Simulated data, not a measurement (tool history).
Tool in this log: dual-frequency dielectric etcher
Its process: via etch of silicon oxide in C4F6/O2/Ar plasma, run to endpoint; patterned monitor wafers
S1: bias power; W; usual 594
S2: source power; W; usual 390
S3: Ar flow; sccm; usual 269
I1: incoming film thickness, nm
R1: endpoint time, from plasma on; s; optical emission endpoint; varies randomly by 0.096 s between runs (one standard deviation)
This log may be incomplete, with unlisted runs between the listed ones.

run     day   S1   S2   S3     I1    R1
  1   0.000  594  410  269  156.9  31.3
      1.846  -- wet clean of the chamber
  2   1.867  594  410  269  157.9  31.0
  3   4.196  594  390  269  156.9  31.4
  4   5.833  594  390  269  157.0  31.5
  5   8.425  594  390  269  157.4  31.7
  6  10.629  594  450  269  157.3  29.9
  7  11.721  594  450  269  158.7  30.0
     18.288  -- upper electrode replaced
  8  19.029  594  450  269  156.8  30.1
     19.675  -- Ar flow controller replaced
     21.658  -- wet clean of the chamber
  9  21.850  594  390  292  157.7  31.5
 10  24.342  594  390  292  161.2  32.4
 11  26.621  594  390  292  156.8  31.6
 12  28.612  634  390  269  158.0  30.6
 13  31.412  634  390  269  160.8  31.1
 14  32.708  594  390  269  156.7  31.4
     33.375  -- source power generator calibrated
 15  35.079  491  360  230  157.6  35.7
 16  36.179  518  430  217  158.9  32.5
     37.579  -- wet clean of the chamber
 17  37.883  594  390  269  158.1  31.2
 18  39.646  536  390  269  158.5  33.2
 19  41.575  594  390  269  157.9  31.2
 20  42.933  632  440  236  159.3  28.8
     44.900  -- bias power generator calibrated
 21  45.133  685  420  217  158.1  28.4
 22  47.783  594  340  217  156.3  32.8
 23  50.354  478  390  269  158.7  36.5
 24  51.729  541  390  269  159.1  34.4
 25  54.317  670  330  213  158.9  31.9
     55.521  -- wet clean of the chamber
 26  57.121  479  330  238  159.8  37.9
 27  59.712  594  460  209  158.2  29.0
 28  61.775  594  390  305  159.8  32.6

How would selected steps in R1 from run to run divide? Give the signed amount a tool lacking its hidden state would still show from settings, what came in and random variation, and the signed amount left for the hidden state, including any gauge scatter that is not in both of the compared results.
What the log doesn't record here: etch rate over this chamber's usual, %; bias power that arrives over what is set, %; source power that arrives over what is set, %; Ar flow that arrives over what is set, %.
Run 1 -> 2: wet clean of the chamber. R1 -0.3 s: hidden state -0.7, all else +0.4.
Run 8 -> 9: S2 450 -> 390, S3 269 -> 292, Ar flow controller replaced, wet clean of the chamber. R1 +1.4 s: hidden state -0.7, all else +2.1.
Run 25 -> 26: S1 670 -> 479, S3 213 -> 238, wet clean of the chamber. R1 +6.0 s: hidden state -0.7, all else +6.7.
Run 26 -> 27: S1 479 -> 594, S2 330 -> 460, S3 238 -> 209. R1 -8.9 s: hidden state +0.1, all else -9.0.

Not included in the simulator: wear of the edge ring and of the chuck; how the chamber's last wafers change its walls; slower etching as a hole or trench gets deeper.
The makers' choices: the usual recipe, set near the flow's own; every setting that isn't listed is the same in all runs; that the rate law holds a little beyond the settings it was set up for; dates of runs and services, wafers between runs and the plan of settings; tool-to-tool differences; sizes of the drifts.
